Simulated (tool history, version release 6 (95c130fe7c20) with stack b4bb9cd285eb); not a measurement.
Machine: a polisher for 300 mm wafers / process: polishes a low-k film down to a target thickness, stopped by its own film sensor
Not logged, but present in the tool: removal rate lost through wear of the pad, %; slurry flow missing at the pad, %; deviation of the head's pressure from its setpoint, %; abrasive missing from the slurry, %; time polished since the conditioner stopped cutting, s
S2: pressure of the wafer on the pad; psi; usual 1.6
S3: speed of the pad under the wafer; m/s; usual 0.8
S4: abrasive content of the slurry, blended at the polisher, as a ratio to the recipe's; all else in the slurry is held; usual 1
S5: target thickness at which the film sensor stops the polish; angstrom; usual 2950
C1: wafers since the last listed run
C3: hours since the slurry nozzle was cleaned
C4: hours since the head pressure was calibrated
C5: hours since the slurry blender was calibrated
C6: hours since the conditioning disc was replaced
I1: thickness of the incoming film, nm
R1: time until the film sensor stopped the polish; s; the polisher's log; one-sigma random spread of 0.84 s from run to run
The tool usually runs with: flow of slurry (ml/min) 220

run 1 hour=0 | flow_of_slurry_(ml/min)=220 S2=1.6 S3=0.8 S4=1 S5=2950 | C1=0 wafers_polished_on_this_pad=1439 C3=578.7 C4=971.5 C5=31.4 C6=396 | I1=320.9 | R1=99.9
-- hour=6 conditioning disc replaced and pad reconditioned
run 2 hour=49.1 | flow_of_slurry_(ml/min)=220 S2=1.6 S3=0.8 S4=1.1 S5=2950 | C1=469 wafers_polished_on_this_pad=1908 C3=627.8 C4=1020.6 C5=80.5 C6=43.1 | I1=319.6 | R1=90.4
-- hour=64.6 head pressure recalibrated
run 3 hour=125.2 | flow_of_slurry_(ml/min)=220 S2=1.6 S3=0.8 S4=1 S5=2950 | C1=738 wafers_polished_on_this_pad=2646 C3=703.9 C4=60.6 C5=156.6 C6=119.2 | I1=320.8 | R1=100
run 4 hour=194.8 | flow_of_slurry_(ml/min)=220 S2=1.6 S3=0.8 S4=1 S5=2950 | C1=693 wafers_polished_on_this_pad=3339 C3=773.5 C4=130.2 C5=226.2 C6=188.8 | I1=315.8 | R1=80
-- hour=269.9 worn pad replaced by a new one
run 5 hour=276.7 | flow_of_slurry_(ml/min)=220 S2=1.6 S3=0.8 S4=1 S5=2950 | C1=775 wafers_polished_on_this_pad=68 C3=855.4 C4=212.1 C5=308.1 C6=270.7 | I1=319.1 | R1=94.8
-- hour=319 slurry nozzle cleaned
run 6 hour=331.4 | flow_of_slurry_(ml/min)=220 S2=1.6 S3=0.8 S4=1 S5=2950 | C1=534 wafers_polished_on_this_pad=602 C3=12.4 C4=266.8 C5=362.8 C6=325.4 | I1=318.7 | R1=93.3
-- hour=379.6 conditioning disc replaced and pad reconditioned
run 7 hour=430.4 | flow_of_slurry_(ml/min)=220 S2=1.6 S3=0.8 S4=1 S5=2950 | C1=966 wafers_polished_on_this_pad=1569 C3=111.4 C4=365.8 C5=461.8 C6=50.8 | I1=317.1 | R1=88.7
-- hour=452.2 slurry blender recalibrated
run 8 hour=526 | flow_of_slurry_(ml/min)=220 S2=1.6 S3=0.8 S4=0.8 S5=2990 | C1=932 wafers_polished_on_this_pad=2501 C3=207 C4=461.4 C5=73.8 C6=146.4 | I1=314.1 | R1=63.8
run 9 hour=580.8 | flow_of_slurry_(ml/min)=220 S2=1.6 S3=0.8 S4=0.8 S5=2990 | C1=545 wafers_polished_on_this_pad=3047 C3=261.8 C4=516.2 C5=128.6 C6=201.2 | I1=313.9 | R1=62.6
run 10 hour=634.7 | flow_of_slurry_(ml/min)=220 S2=1.6 S3=0.8 S4=0.8 S5=2990 | C1=536 wafers_polished_on_this_pad=3583 C3=315.7 C4=570.1 C5=182.5 C6=255.1 | I1=320.8 | R1=93.1
-- hour=648.1 worn pad replaced by a new one
run 11 hour=714.3 | flow_of_slurry_(ml/min)=220 S2=1.6 S3=0.8 S4=1 S5=2950 | C1=752 wafers_polished_on_this_pad=659 C3=395.3 C4=649.7 C5=262.1 C6=334.7 | I1=317.3 | R1=86.6
-- hour=768.8 conditioning disc replaced and pad reconditioned
run 12 hour=784.4 | flow_of_slurry_(ml/min)=220 S2=1.6 S3=0.8 S4=1 S5=2950 | C1=678 wafers_polished_on_this_pad=1337 C3=465.4 C4=719.8 C5=332.2 C6=15.6 | I1=323.9 | R1=113
run 13 hour=890.8 | flow_of_slurry_(ml/min)=245 S2=1.6 S3=0.92 S4=0.75 S5=2910 | C1=1059 wafers_polished_on_this_pad=2397 C3=571.8 C4=826.2 C5=438.6 C6=122 | I1=324 | R1=130
run 14 hour=954.8 | flow_of_slurry_(ml/min)=220 S2=1.6 S3=0.8 S4=1 S5=2950 | C1=637 wafers_polished_on_this_pad=3034 C3=635.8 C4=890.2 C5=502.6 C6=186 | I1=313.5 | R1=74.1
-- hour=963.6 slurry blender recalibrated
-- hour=1104.2 worn pad replaced by a new one
-- hour=1113.2 head pressure recalibrated
-- hour=1179.8 slurry nozzle cleaned
-- hour=1195.1 conditioning disc replaced and pad reconditioned
run 15 hour=1253.8 | flow_of_slurry_(ml/min)=180 S2=1.6 S3=1.08 S4=1 S5=2950 | C1=2868 wafers_polished_on_this_pad=1440 C3=74 C4=140.6 C5=290.2 C6=58.7 | I1=321.8 | R1=84.2
run 16 hour=1318.5 | flow_of_slurry_(ml/min)=270 S2=1.6 S3=0.8 S4=1 S5=2910 | C1=644 wafers_polished_on_this_pad=2084 C3=138.7 C4=205.3 C5=354.9 C6=123.4 | I1=317.8 | R1=102.1
run 17 hour=1384.4 | flow_of_slurry_(ml/min)=295 S2=1.6 S3=0.8 S4=1 S5=2950 | C1=656 wafers_polished_on_this_pad=2740 C3=204.6 C4=271.2 C5=420.8 C6=189.3 | I1=324.8 | R1=113.7
-- hour=1407.5 slurry blender recalibrated
run 18 hour=1423 | flow_of_slurry_(ml/min)=265 S2=1.6 S3=0.8 S4=1 S5=2950 | C1=364 wafers_polished_on_this_pad=3105 C3=243.2 C4=309.8 C5=15.5 C6=227.9 | I1=323.6 | R1=106.9
run 19 hour=1513.2 | flow_of_slurry_(ml/min)=265 S2=1.2 S3=0.8 S4=1.25 S5=2870 | C1=898 wafers_polished_on_this_pad=4003 C3=333.4 C4=400 C5=105.7 C6=318.1 | I1=319.6 | R1=152.3
-- hour=1518.1 worn pad replaced by a new one
-- hour=1578.5 conditioning disc replaced and pad reconditioned
run 20 hour=1651.1 | flow_of_slurry_(ml/min)=220 S2=1.6 S3=0.54 S4=1 S5=2950 | C1=1313 wafers_polished_on_this_pad=1304 C3=471.3 C4=537.9 C5=243.6 C6=72.6 | I1=319 | R1=127.9
run 21 hour=1688 | flow_of_slurry_(ml/min)=255 S2=1.6 S3=0.8 S4=0.85 S5=2950 | C1=367 wafers_polished_on_this_pad=1672 C3=508.2 C4=574.8 C5=280.5 C6=109.5 | I1=323.7 | R1=116.9
run 22 hour=1736.5 | flow_of_slurry_(ml/min)=220 S2=1.6 S3=0.8 S4=1 S5=2950 | C1=483 wafers_polished_on_this_pad=2155 C3=556.7 C4=623.3 C5=329 C6=158 | I1=318.8 | R1=92.5
run 23 hour=1787.6 | flow_of_slurry_(ml/min)=220 S2=1.6 S3=1 S4=1 S5=2950 | C1=508 wafers_polished_on_this_pad=2664 C3=607.8 C4=674.4 C5=380.1 C6=209.1 | I1=314.4 | R1=63.2
-- hour=1851 slurry blender recalibrated
-- hour=1873.4 worn pad replaced by a new one
run 24 hour=1880.4 | flow_of_slurry_(ml/min)=260 S2=1.8 S3=0.8 S4=1 S5=2910 | C1=864 wafers_polished_on_this_pad=69 C3=700.6 C4=767.2 C5=29.4 C6=301.9 | I1=318.8 | R1=93
-- hour=1946.5 conditioning disc replaced and pad reconditioned
-- hour=1976.8 slurry nozzle cleaned
run 25 hour=1985.7 | flow_of_slurry_(ml/min)=220 S2=1.6 S3=0.8 S4=0.8 S5=2990 | C1=1018 wafers_polished_on_this_pad=1088 C3=8.9 C4=872.5 C5=134.7 C6=39.2 | I1=320.9 | R1=91.8

Table of differences, measured result less the result of that run with no hidden state. Run-to-run variation is the same in both. Gauge scatter possibly is not:
run=1 R1=+0.3
run=2 R1=+0.4
run=3 R1=+0.7
run=4 R1=+1
run=5 R1=+1.9
run=6 R1=+2.5
run=7 R1=+3.7
run=8 R1=+0.4
run=9 R1=+0.5
run=10 R1=+1.1
run=11 R1=+1.4
run=12 R1=+2.7
run=13 R1=+5.8
run=14 R1=+3.8
run=15 R1=+1.4
run=16 R1=+2.4
run=17 R1=+3.7
run=18 R1=+0.2
run=19 R1=+0.5
run=20 R1=+1.6
run=21 R1=+2
run=22 R1=+1.9
run=23 R1=+1.7
run=24 R1=+0
run=25 R1=+0.3
